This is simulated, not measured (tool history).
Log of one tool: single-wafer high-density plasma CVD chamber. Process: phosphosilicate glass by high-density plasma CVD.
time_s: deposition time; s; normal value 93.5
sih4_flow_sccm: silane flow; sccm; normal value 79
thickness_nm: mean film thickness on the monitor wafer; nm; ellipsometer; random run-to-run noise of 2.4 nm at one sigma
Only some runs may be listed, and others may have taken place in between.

| run | day | time_s | sih4_flow_sccm | read-back reference wafer on the same gauge, thickness_nm | thickness_nm |
|---|---|---|---|---|---|
| 1 | 0.000 | 93.5 | 79 | 559.977 | 674.552 |
| 2 | 2.042 | 93.5 | 79 | 559.888 | 676.049 |
| 3 | 3.579 | 93.5 | 79 | 560.114 | 678.681 |
| 4 | 6.142 | 93.5 | 79 | 559.706 | 677.409 |
| 5 | 7.812 | 93.5 | 79 | 559.953 | 679.384 |
| 6 | 9.308 | 93.5 | 89 | 560.109 | 767.272 |
| 7 | 11.150 | 93.5 | 89 | 560.065 | 762.622 |
| 8 | 12.521 | 93.5 | 89 | 559.816 | 760.744 |
|  | 13.408 | silane flow controller replaced |
| 9 | 14.462 | 93.5 | 79 | 560.142 | 680.828 |
| 10 | 15.996 | 93.5 | 79 | 559.730 | 678.149 |
| 11 | 17.796 | 93.5 | 85 | 560.052 | 727.559 |
| 12 | 19.733 | 93.5 | 79 | 559.839 | 679.347 |
|  | 21.258 | gauge calibrated |
| 13 | 22.542 | 101.3 | 65 | 560.303 | 604.406 |
| 14 | 24.550 | 110.1 | 84 | 559.933 | 849.608 |
| 15 | 27.312 | 107.7 | 79 | 560.128 | 779.243 |
| 16 | 29.908 | 76.2 | 74 | 559.963 | 516.871 |
| 17 | 32.900 | 93.5 | 79 | 559.909 | 680.695 |
| 18 | 35.621 | 80.0 | 67 | 560.148 | 491.887 |
| 19 | 37.750 | 86.5 | 94 | 559.968 | 746.296 |
| 20 | 40.233 | 107.1 | 91 | 560.041 | 892.700 |

5 ways to go on from here, each from the tool as it stands after run 20. What would each give?
| A | 40.250 | 93.5 | 84 | ? | ? |
| B | 40.250 | 84.7 | 79 | ? | ? |
| C | 40.250 | 93.5 | 90 | ? | ? |
| D | 40.250 | 77.5 | 79 | ? | ? |
| E | 40.250 | 108.2 | 79 | ? | ? |

| run | read-back reference wafer on the same gauge, thickness_nm | thickness_nm |
|---|---|---|
| A | 559.819 | 721.196 |
| B | 559.819 | 614.430 |
| C | 559.819 | 772.709 |
| D | 559.819 | 562.200 |
| E | 559.819 | 784.904 |
Stripped of hidden state, with their random variation kept, the same runs would have yielded:
| run | thickness_nm |
|---|---|
| A | 721.196 |
| B | 614.430 |
| C | 772.709 |
| D | 562.200 |
| E | 784.904 |
